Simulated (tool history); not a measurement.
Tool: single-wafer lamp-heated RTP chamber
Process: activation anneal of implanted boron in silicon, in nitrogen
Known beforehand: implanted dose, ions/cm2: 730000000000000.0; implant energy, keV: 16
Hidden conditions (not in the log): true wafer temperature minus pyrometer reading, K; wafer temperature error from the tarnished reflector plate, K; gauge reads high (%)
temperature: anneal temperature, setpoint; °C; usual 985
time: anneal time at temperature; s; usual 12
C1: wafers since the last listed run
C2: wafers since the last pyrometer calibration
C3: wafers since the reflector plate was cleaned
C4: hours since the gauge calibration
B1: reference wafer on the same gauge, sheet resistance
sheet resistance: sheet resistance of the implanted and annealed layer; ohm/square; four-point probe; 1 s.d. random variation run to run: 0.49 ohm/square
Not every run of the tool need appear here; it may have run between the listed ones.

{"run": 1, "hour": 0.0, "temperature": 985, "time": 12, "C1": 0, "C2": 3783, "C3": 7273, "C4": 260.4, "B1": 172.11, "sheet resistance": 164.83}
{"run": 2, "hour": 25.9, "temperature": 985, "time": 12, "C1": 375, "C2": 4159, "C3": 7648, "C4": 286.3, "B1": 172.26, "sheet resistance": 163.73}
{"hour": 43.4, "done": "pyrometer window cleaned and pyrometer calibrated"}
{"run": 3, "hour": 86.8, "temperature": 985, "time": 12, "C1": 766, "C2": 628, "C3": 8414, "C4": 347.2, "B1": 172.0, "sheet resistance": 166.88}
{"run": 4, "hour": 119.4, "temperature": 985, "time": 12, "C1": 472, "C2": 1100, "C3": 8886, "C4": 379.8, "B1": 172.1, "sheet resistance": 166.78}
{"run": 5, "hour": 183.1, "temperature": 985, "time": 12, "C1": 922, "C2": 2023, "C3": 9809, "C4": 443.5, "B1": 171.85, "sheet resistance": 166.15}
{"run": 6, "hour": 221.4, "temperature": 985, "time": 12, "C1": 554, "C2": 2578, "C3": 10364, "C4": 481.8, "B1": 172.14, "sheet resistance": 164.65}
{"hour": 282.1, "done": "pyrometer window cleaned and pyrometer calibrated"}
{"run": 7, "hour": 288.5, "temperature": 985, "time": 12, "C1": 856, "C2": 92, "C3": 11220, "C4": 548.9, "B1": 172.01, "sheet resistance": 162.79}
{"run": 8, "hour": 351.6, "temperature": 985, "time": 12, "C1": 913, "C2": 1006, "C3": 12134, "C4": 612.0, "B1": 172.08, "sheet resistance": 161.46}
{"hour": 373.0, "done": "gauge calibrated"}
{"run": 9, "hour": 397.3, "temperature": 985, "time": 12, "C1": 661, "C2": 1668, "C3": 12796, "C4": 24.3, "B1": 172.13, "sheet resistance": 161.83}
{"hour": 429.6, "done": "reflector plate cleaned"}
{"run": 10, "hour": 432.6, "temperature": 971, "time": 12, "C1": 395, "C2": 2063, "C3": 42, "C4": 59.6, "B1": 171.84, "sheet resistance": 167.35}
{"run": 11, "hour": 477.1, "temperature": 1002, "time": 9, "C1": 644, "C2": 2708, "C3": 687, "C4": 104.1, "B1": 172.04, "sheet resistance": 157.53}
{"hour": 527.5, "done": "pyrometer window cleaned and pyrometer calibrated, repeated, since the last time left the tool worse"}
{"run": 12, "hour": 528.0, "temperature": 985, "time": 12, "C1": 621, "C2": 7, "C3": 1308, "C4": 155.0, "B1": 171.65, "sheet resistance": 167.18}
{"run": 13, "hour": 587.8, "temperature": 985, "time": 12, "C1": 866, "C2": 873, "C3": 2174, "C4": 214.8, "B1": 171.95, "sheet resistance": 166.06}
{"run": 14, "hour": 653.2, "temperature": 963, "time": 15, "C1": 947, "C2": 1820, "C3": 3122, "C4": 280.2, "B1": 172.12, "sheet resistance": 182.58}
{"run": 15, "hour": 709.4, "temperature": 985, "time": 12, "C1": 814, "C2": 2634, "C3": 3936, "C4": 336.4, "B1": 172.01, "sheet resistance": 164.68}
{"run": 16, "hour": 761.7, "temperature": 993, "time": 8, "C1": 757, "C2": 3392, "C3": 4693, "C4": 388.7, "B1": 171.85, "sheet resistance": 162.45}
{"hour": 780.5, "done": "pyrometer window cleaned and pyrometer calibrated"}
{"run": 17, "hour": 802.1, "temperature": 1006, "time": 15, "C1": 469, "C2": 312, "C3": 5163, "C4": 429.1, "B1": 172.07, "sheet resistance": 157.91}
{"run": 18, "hour": 867.0, "temperature": 998, "time": 16, "C1": 940, "C2": 1252, "C3": 6103, "C4": 494.0, "B1": 172.06, "sheet resistance": 158.75}

Run 19 is up next; what results do you expect?
{"run": 19, "hour": 991.6, "temperature": 960, "time": 19, "C1": 1804, "C2": 3057, "C3": 7907, "C4": 618.6, "B1": "?", "sheet resistance": "?"}

{"run 19": {"B1": 171.83, "sheet resistance": 182.29}}
With the hidden condition absent and the run-to-run variation left alone, this run would have shown sheet resistance 189.00 ohm/square.
